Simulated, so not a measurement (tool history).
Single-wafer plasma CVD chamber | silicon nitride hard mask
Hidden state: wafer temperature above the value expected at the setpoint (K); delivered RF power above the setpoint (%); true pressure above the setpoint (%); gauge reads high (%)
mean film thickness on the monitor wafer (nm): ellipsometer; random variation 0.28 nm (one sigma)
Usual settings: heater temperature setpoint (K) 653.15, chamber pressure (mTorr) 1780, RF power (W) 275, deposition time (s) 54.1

run	hour	heater temperature setpoint (K)	chamber pressure (mTorr)	RF power (W)	deposition time (s)	wafers since the last listed run	hours since the last thermocouple change	hours since the last RF generator calibration	hours since the last manometer calibration	hours since the showerhead was replaced	hours since the gauge calibration	read-back reference wafer on the same gauge, thickness_nm	mean film thickness on the monitor wafer (nm)
1	0	653.15	1780	275	54.1	0	931.1	715.8	779.6	3959.5	941.2	52.1	60.808
2	41.8	653.15	1780	275	54.1	1024	972.9	757.6	821.4	4001.3	983	52.091	61.2
3	214.4	653.15	1780	275	54.1	4229	1145.5	930.2	994	4173.9	1155.6	52.095	60.94
4	315.6	653.15	1780	275	54.1	2479	1246.7	1031.4	1095.2	4275.1	1256.8	52.142	60.896
5	381.9	653.15	1780	260	54.1	1624	1313	1097.7	1161.5	4341.4	1323.1	52.1	59.836
# hour 445.1: thermocouple changed; heater temperature recalibrated
6	455.8	653.15	1780	260	54.1	1614	10.7	1171.6	1235.4	4415.3	1397	52.077	59.619
# hour 498.1: RF generator calibrated
7	507.5	653.15	1780	260	54.1	1070	62.4	9.4	1287.1	4467	1448.7	52.089	59.136
8	561	653.15	1780	275	54.1	1310	115.9	62.9	1340.6	4520.5	1502.2	52.057	60.49
9	668.7	653.15	1780	275	54.1	2639	223.6	170.6	1448.3	4628.2	1609.9	52.067	60.998
# hour 721.6: gauge calibrated
10	727.5	653.15	1500	220	57.4	1440	282.4	229.4	1507.1	4687	5.9	52.121	54.001
11	810.7	653.15	1780	300	57	2038	365.6	312.6	1590.3	4770.2	89.1	52.147	67.188
12	888.5	641.15	1530	275	60.9	1906	443.4	390.4	1668.1	4848	166.9	52.101	65.244
# hour 970.6: capacitance manometer re-zeroed and calibrated
13	983.5	663.15	1980	275	54.1	2131	538.4	485.4	12.9	4943	261.9	52.111	63.031
# hour 1019: showerhead replaced
14	1055.1	657.15	1620	225	44.6	1558	610	557	84.5	36.1	333.5	52.052	44.002
15	1093.1	659.15	1780	275	54.1	931	648	595	122.5	74.1	371.5	52.11	60.425
16	1194	639.15	1500	275	54.1	2472	748.9	695.9	223.4	175	472.4	52.074	57.238
17	1251.4	653.15	1780	275	58.7	1406	806.3	753.3	280.8	232.4	529.8	52.07	66.613
18	1292.5	653.15	1780	275	54.1	1007	847.4	794.4	321.9	273.5	570.9	52.081	61.07
19	1413	653.15	1780	275	54.1	2952	967.9	914.9	442.4	394	691.4	52.108	61.33

5 ways to go on from here, each from the tool as it stands after run 19. What would each give?
A	1413.4	653.15	1600	275	54.1	9	968.3	915.3	442.8	394.4	691.8	?	?
B	1413.4	653.15	1780	275	62.3	9	968.3	915.3	442.8	394.4	691.8	?	?
C	1413.4	653.15	1780	230	54.1	9	968.3	915.3	442.8	394.4	691.8	?	?
D	1413.4	653.15	1400	250	54.1	9	968.3	915.3	442.8	394.4	691.8	?	?
E	1413.4	653.15	1780	325	54.1	9	968.3	915.3	442.8	394.4	691.8	?	?

run	read-back reference wafer on the same gauge, thickness_nm	mean film thickness on the monitor wafer (nm)
A	52.08	58.116
B	52.08	69.577
C	52.08	55.273
D	52.08	52.483
E	52.08	65.699
Without the tool's hidden state the same runs would have given:
run	mean film thickness on the monitor wafer (nm)
A	58.116
B	69.577
C	55.273
D	52.483
E	65.699

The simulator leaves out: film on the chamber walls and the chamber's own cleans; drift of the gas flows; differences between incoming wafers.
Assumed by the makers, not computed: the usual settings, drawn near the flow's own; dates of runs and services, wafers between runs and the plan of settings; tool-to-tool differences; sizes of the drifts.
